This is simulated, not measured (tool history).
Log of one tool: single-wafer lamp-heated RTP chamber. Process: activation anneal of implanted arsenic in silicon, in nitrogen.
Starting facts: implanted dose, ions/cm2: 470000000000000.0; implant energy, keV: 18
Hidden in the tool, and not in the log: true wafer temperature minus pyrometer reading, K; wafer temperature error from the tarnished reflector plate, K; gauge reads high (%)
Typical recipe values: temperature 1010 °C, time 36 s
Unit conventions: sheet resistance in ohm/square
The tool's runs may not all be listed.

run	hour	temperature	time	wafers since the last listed run	wafers since the last pyrometer calibration	wafers since the reflector plate was cleaned	hours since the gauge calibration	read-back reference wafer on the same gauge, sheet resistance	sheet resistance
1	0	1010	36	0	2674	9307	119.5	235.95	220.26
2	32.9	1010	36	335	3010	9643	152.4	236.16	219.6
3	65.4	1032	31	331	3342	9974	184.9	235.99	214.35
4	84.5	1032	31	194	3537	10169	204	235.82	215.28
5	113	1010	36	290	3828	10460	232.5	235.97	219.94
6	134	1010	36	214	4042	10675	253.5	236.46	218.67
7	163.6	997	36	302	4344	10977	283.1	235.85	221.29
8	198.9	997	36	360	4704	11337	318.4	236.17	220.17
9	233.5	992	36	353	5058	11690	353	235.58	222.67
# hour 242.9: reflector plate cleaned
10	268.6	992	36	276	5334	261	388.1	235.94	223.17
11	302.2	1010	36	342	5677	604	421.7	236.32	220.6
12	331.9	1010	36	303	5981	908	451.4	235.91	219.72
13	351.4	1028	51	199	6180	1107	470.9	235.98	211.74
14	368.8	998	17	177	6357	1284	488.3	235.92	225.2
# hour 375.2: gauge calibrated
15	381.6	997	27	130	6488	1415	6.4	235.97	223.06
16	397.6	1010	36	163	6651	1578	22.4	236.46	219.37
17	410.5	1023	53	131	6783	1710	35.3	236.01	211.9
18	426.3	982	53	161	6944	1871	51.1	235.86	223.5
# hour 447.7: pyrometer window cleaned and pyrometer calibrated
19	454	1010	36	201	64	2072	78.8	236.2	218.17
20	485.7	982	43	323	387	2396	110.5	236.39	223.28
21	509.1	992	26	238	626	2635	133.9	236	222.99
22	533.4	1038	17	248	874	2883	158.2	236.3	221.35
23	565.5	1022	45	327	1202	3211	190.3	236.05	213.17
24	591.5	1010	36	265	1467	3476	216.3	236.04	219.78

Estimate the outcome of run 25 from the log above:
25	624.9	1010	36	340	1808	3817	249.7	?	?

{"run 25": {"read-back reference wafer on the same gauge, sheet resistance": 236.18, "sheet resistance": 220.45}}
Were there no unlogged condition in the tool, this run, its random variation unchanged, would have produced sheet resistance 220.45 ohm/square.

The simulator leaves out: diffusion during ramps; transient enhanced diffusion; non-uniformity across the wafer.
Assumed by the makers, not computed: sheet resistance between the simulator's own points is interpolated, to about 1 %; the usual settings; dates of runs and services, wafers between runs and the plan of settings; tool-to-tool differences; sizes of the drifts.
